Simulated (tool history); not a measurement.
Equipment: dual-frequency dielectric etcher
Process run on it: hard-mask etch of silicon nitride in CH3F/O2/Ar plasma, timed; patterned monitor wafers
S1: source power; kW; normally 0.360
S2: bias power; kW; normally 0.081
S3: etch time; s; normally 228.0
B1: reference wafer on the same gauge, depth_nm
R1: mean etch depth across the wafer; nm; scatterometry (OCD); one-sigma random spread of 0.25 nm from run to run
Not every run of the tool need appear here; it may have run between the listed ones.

Run 1, day 0.000: usual settings but S1 0.300 kW; B1 145.1. Result: R1 158.1 nm.
Run 2, day 0.254: usual settings; B1 145.1. Result: R1 165.6 nm.
Run 3, day 0.896: usual settings; B1 145.0. Result: R1 165.8 nm.
Run 4, day 1.612: usual settings; B1 145.0. Result: R1 165.6 nm.
Run 5, day 2.308: usual settings; B1 145.0. Result: R1 165.8 nm.
Run 6, day 2.754: usual settings; B1 145.0. Result: R1 165.5 nm.
Run 7, day 3.304: usual settings but S1 0.310 kW; B1 145.1. Result: R1 159.8 nm.
Run 8, day 3.662: usual settings but S1 0.310 kW; B1 145.0. Result: R1 159.7 nm.
At day 5.004: upper electrode replaced.
Run 9, day 5.025: usual settings but S1 0.310 kW; B1 144.9. Result: R1 159.8 nm.
Run 10, day 5.042: usual settings; B1 145.0. Result: R1 166.0 nm.
Run 11, day 5.246: usual settings but S1 0.330 kW; B1 145.0. Result: R1 162.4 nm.
Run 12, day 5.633: usual settings but S1 0.330 kW; B1 145.0. Result: R1 162.8 nm.
Run 13, day 6.296: usual settings; B1 145.1. Result: R1 166.2 nm.
Run 14, day 6.600: usual settings but S1 0.410 kW, S3 258.0 s; B1 145.1. Result: R1 194.7 nm.
At day 7.229: source power generator calibrated.
At day 7.867: bias power generator calibrated.
At day 7.879: wet clean of the chamber.
Run 15, day 7.900: usual settings but S1 0.270 kW, S2 0.091 kW, S3 205.0 s; B1 145.1. Result: R1 142.9 nm.
Run 16, day 7.912: usual settings but S1 0.290 kW, S2 0.087 kW; B1 145.0. Result: R1 159.1 nm.
Run 17, day 8.029: usual settings but S2 0.097 kW, S3 258.5 s; B1 145.0. Result: R1 196.9 nm.
Run 18, day 8.667: usual settings but S3 291.0 s; B1 145.0. Result: R1 210.4 nm.
Run 19, day 9.075: usual settings but S3 252.0 s; B1 144.9. Result: R1 181.9 nm.
At day 9.596: gauge calibrated.
Run 20, day 9.625: usual settings but S1 0.450 kW, S2 0.097 kW, S3 202.0 s; B1 145.0. Result: R1 163.7 nm.
Run 21, day 10.246: usual settings; B1 144.9. Result: R1 164.2 nm.
Run 22, day 10.833: usual settings but S1 0.440 kW, S2 0.072 kW; B1 145.0. Result: R1 168.4 nm.
Run 23, day 11.558: usual settings; B1 145.1. Result: R1 164.8 nm.
Run 24, day 12.283: usual settings; B1 144.9. Result: R1 164.8 nm.
Run 25, day 12.825: usual settings; B1 145.1. Result: R1 165.1 nm.
Run 26, day 13.083: usual settings but S1 0.300 kW, S2 0.062 kW, S3 205.5 s; B1 145.0. Result: R1 131.8 nm.
Run 27, day 13.708: usual settings but S2 0.076 kW; B1 145.0. Result: R1 161.5 nm.
Run 28, day 14.225: usual settings but S2 0.062 kW; B1 145.0. Result: R1 153.0 nm.

A few steps of R1 between consecutive runs. Split each: what settings, incoming material and random variation would produce without the hidden state, and what is left over for the hidden state, along with gauge scatter present in only one of the two compared results (measured, and without hidden state):
Unlogged tool condition in this case: etch rate over this chamber's usual, %; source power that arrives over what is set, %; bias power that arrives over what is set, %; gauge reads high (%).
Run 13 -> 14: S1 0.360 -> 0.410, S3 228.0 -> 258.0. R1 +28.5 nm: hidden state +0.3, all else +28.2.
Run 14 -> 15: S1 0.410 -> 0.270, S2 0.081 -> 0.091, S3 258.0 -> 205.0, source power generator calibrated, bias power generator calibrated, wet clean of the chamber. R1 -51.8 nm: hidden state -1.8, all else -50.0.
Run 16 -> 17: S1 0.290 -> 0.360, S2 0.087 -> 0.097, S3 228.0 -> 258.5. R1 +37.8 nm: hidden state -0.1, all else +37.9.
